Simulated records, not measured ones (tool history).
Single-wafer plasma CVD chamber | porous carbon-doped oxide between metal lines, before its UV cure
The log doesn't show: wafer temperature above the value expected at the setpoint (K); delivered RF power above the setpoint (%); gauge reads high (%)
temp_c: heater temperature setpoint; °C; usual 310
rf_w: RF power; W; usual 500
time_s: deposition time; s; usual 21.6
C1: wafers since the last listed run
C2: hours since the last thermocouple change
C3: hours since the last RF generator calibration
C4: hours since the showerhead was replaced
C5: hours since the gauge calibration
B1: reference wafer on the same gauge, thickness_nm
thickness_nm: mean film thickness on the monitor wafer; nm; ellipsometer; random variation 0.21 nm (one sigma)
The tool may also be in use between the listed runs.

Run 1, hour 0: usual settings; C1 0; C2 1047.5; C3 1428.6; C4 6764.1; C5 8.1; B1 123.081. Result: thickness_nm 108.907 nm.
Run 2, hour 17.5: usual settings; C1 331; C2 1065; C3 1446.1; C4 6781.6; C5 25.6; B1 122.982. Result: thickness_nm 108.58 nm.
Run 3, hour 27.9: usual settings; C1 197; C2 1075.4; C3 1456.5; C4 6792; C5 36; B1 123.069. Result: thickness_nm 108.45 nm.
Run 4, hour 38.3: usual settings; C1 197; C2 1085.8; C3 1466.9; C4 6802.4; C5 46.4; B1 122.979. Result: thickness_nm 108.477 nm.
Run 5, hour 46: usual settings but time_s 23.1 s; C1 146; C2 1093.5; C3 1474.6; C4 6810.1; C5 54.1; B1 123.006. Result: thickness_nm 115.836 nm.
At hour 61.8: thermocouple changed; heater temperature recalibrated.
Run 6, hour 62.3: usual settings but rf_w 425 W; C1 157; C2 0.5; C3 1490.9; C4 6826.4; C5 70.4; B1 122.992. Result: thickness_nm 89.194 nm.
Run 7, hour 67.5: usual settings; C1 98; C2 5.7; C3 1496.1; C4 6831.6; C5 75.6; B1 123.096. Result: thickness_nm 108.254 nm.
Run 8, hour 79.5: usual settings but rf_w 580 W; C1 227; C2 17.7; C3 1508.1; C4 6843.6; C5 87.6; B1 122.996. Result: thickness_nm 124.399 nm.
Run 9, hour 87.5: usual settings but temp_c 301 °C; C1 151; C2 25.7; C3 1516.1; C4 6851.6; C5 95.6; B1 122.963. Result: thickness_nm 113.043 nm.
At hour 104.2: showerhead replaced.
At hour 106.4: RF generator calibrated.
Run 10, hour 106.9: usual settings; C1 173; C2 45.1; C3 0.5; C4 2.7; C5 115; B1 122.991. Result: thickness_nm 115.203 nm.
Run 11, hour 109.4: usual settings but rf_w 425 W; C1 47; C2 47.6; C3 3; C4 5.2; C5 117.5; B1 122.922. Result: thickness_nm 96.314 nm.
Run 12, hour 121: usual settings but temp_c 316 °C, rf_w 425 W, time_s 19.2 s; C1 219; C2 59.2; C3 14.6; C4 16.8; C5 129.1; B1 123.015. Result: thickness_nm 83.506 nm.
Run 13, hour 129.7: usual settings but temp_c 316 °C, rf_w 595 W, time_s 23.4 s; C1 164; C2 67.9; C3 23.3; C4 25.5; C5 137.8; B1 122.967. Result: thickness_nm 141.934 nm.
Run 14, hour 137.8: usual settings but temp_c 323 °C, rf_w 580 W; C1 153; C2 76; C3 31.4; C4 33.6; C5 145.9; B1 123.032. Result: thickness_nm 124.246 nm.
Run 15, hour 145.9: usual settings but temp_c 295 °C, rf_w 445 W, time_s 22.8 s; C1 153; C2 84.1; C3 39.5; C4 41.7; C5 154; B1 123.013. Result: thickness_nm 115.494 nm.

Run 16 comes next. What will it give?
At hour 146.1: gauge calibrated.
Run 16, hour 156.2: usual settings but rf_w 560 W; C1 195; C2 94.4; C3 49.8; C4 52; C5 10.1; B1 ?. Result: thickness_nm ?.

B1: 122.923
thickness_nm: 128.544 nm
Without the tool's hidden state the same run would have given thickness_nm 128.598 nm.
